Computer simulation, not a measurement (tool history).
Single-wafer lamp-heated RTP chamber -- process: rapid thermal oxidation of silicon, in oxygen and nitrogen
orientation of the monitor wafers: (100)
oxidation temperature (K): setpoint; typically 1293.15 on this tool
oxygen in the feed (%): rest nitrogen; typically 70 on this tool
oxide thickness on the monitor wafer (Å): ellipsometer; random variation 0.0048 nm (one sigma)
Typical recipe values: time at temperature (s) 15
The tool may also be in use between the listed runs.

run    hour  oxidation temperature (K)  time at temperature (s)  oxygen in the feed (%)  wafers since the last listed run  wafers since the last pyrometer calibration  hours since the oxygen flow controller was replaced  hours since the gauge calibration  read-back reference wafer on the same gauge, thickness  oxide thickness on the monitor wafer (Å)
  1       0                    1301.15                       20                      70                                 0                                         3524                                                871.8                              783.2                                                   2.981                                     37.42
  2    46.2                    1293.15                       15                      70                               483                                         4007                                                  918                              829.4                                                    2.98                                     32.08
  3   133.4                    1305.15                       15                      70                               911                                         4919                                               1005.2                              916.6                                                   2.979                                     34.59
  4   223.3                    1305.15                       15                      70                               939                                         5859                                               1095.1                             1006.5                                                   2.979                                     34.58
  5   264.8                    1293.15                       15                      70                               433                                         6293                                               1136.6                               1048                                                   2.981                                     32.17
  6   330.8                    1293.15                       15                      70                               690                                         6983                                               1202.6                               1114                                                    2.98                                     32.22
  7   412.5                    1293.15                       15                      70                               854                                         7837                                               1284.3                             1195.7                                                   2.979                                     32.31
      452.1  -- pyrometer window cleaned and pyrometer calibrated
  8   504.3                    1293.15                       15                      82                               876                                          545                                               1376.1                             1287.5                                                   2.981                                     33.52
  9   565.5                    1293.15                       15                      82                               639                                         1185                                               1437.3                             1348.7                                                    2.98                                     33.51
 10   653.8                    1293.15                       15                      70                               923                                         2108                                               1525.6                               1437                                                    2.98                                     32.15
 11     699                    1293.15                       15                      70                               472                                         2580                                               1570.8                             1482.2                                                    2.98                                     32.18
 12   773.8                    1293.15                       17                      70                               782                                         3362                                               1645.6                               1557                                                    2.98                                     33.67
 13   835.2                    1293.15                       17                      70                               641                                         4004                                                 1707                             1618.4                                                   2.981                                      33.6
 14  1026.3                    1293.15                       15                      70                              1997                                         6002                                               1898.1                             1809.5                                                    2.98                                      32.3
 15  1126.9                    1293.15                       15                      70                              1051                                         7054                                               1998.7                             1910.1                                                    2.98                                     32.32
     1172.5  -- pyrometer window cleaned and pyrometer calibrated
 16    1173                    1293.15                       15                      70                               398                                            5                                               2044.8                             1956.2                                                   2.981                                     32.14
     1224.8  -- oxygen flow controller replaced
 17  1246.2                    1293.15                       15                      47                               681                                          687                                                 21.4                             2029.4                                                   2.979                                     28.63
 18  1326.9                    1317.15                       11                      80                               843                                         1530                                                102.1                             2110.1                                                   2.981                                     34.61
 19  1374.9                    1293.15                       15                      70                               501                                         2032                                                150.1                             2158.1                                                   2.979                                     32.06
     1375.2  -- gauge calibrated
 20  1455.3                    1269.15                       20                      98                               840                                         2873                                                230.5                               80.1                                                    2.98                                     33.85
 21  1612.1                    1269.15                       11                      57                              1639                                         4512                                                387.3                              236.9                                                   2.981                                     24.42
     1760.2  -- pyrometer window cleaned and pyrometer calibrated
 22  1806.5                    1301.15                       22                      88                              1948                                          484                                                581.7                              431.3                                                   2.981                                     41.91
 23  1881.4                    1293.15                        9                      46                               783                                         1267                                                656.6                              506.2                                                   2.981                                     24.64
 24  1955.3                    1278.15                       11                      87                               772                                         2040                                                730.5                              580.1                                                    2.98                                      28.2
 25  2062.4                    1301.15                       15                      50                              1119                                         3159                                                837.6                              687.2                                                   2.979                                     30.53
 26  2141.3                    1265.15                       15                      84                               824                                         3984                                                916.5                              766.1                                                    2.98                                     28.68
 27  2240.1                    1270.15                       15                      43                              1032                                         5017                                               1015.3                              864.9                                                    2.98                                     25.19
 28  2303.5                    1293.15                       11                      70                               662                                         5680                                               1078.7                              928.3                                                    2.98                                        29
 29  2349.9                    1268.15                        8                      70                               485                                         6165                                               1125.1                              974.7                                                   2.979                                     23.57
 30  2403.4                    1293.15                       15                      82                               559                                         6724                                               1178.6                             1028.2                                                   2.981                                     33.74
     2472.3  -- pyrometer window cleaned and pyrometer calibrated
 31    2499                    1269.15                       15                      41                               915                                          279                                               1274.2                             1123.8                                                    2.98                                     24.83

Forecast run 32:
 32  2598.6                    1322.15                       19                      43                              1041                                         1320                                               1373.8                             1223.4                                                       ?                                         ?

For run 32 the tool returned read-back reference wafer on the same gauge, thickness 2.98, oxide thickness on the monitor wafer (Å) 36.08.
Had the tool carried no hidden state, the very same run would have given oxide thickness on the monitor wafer (Å) 35.88.

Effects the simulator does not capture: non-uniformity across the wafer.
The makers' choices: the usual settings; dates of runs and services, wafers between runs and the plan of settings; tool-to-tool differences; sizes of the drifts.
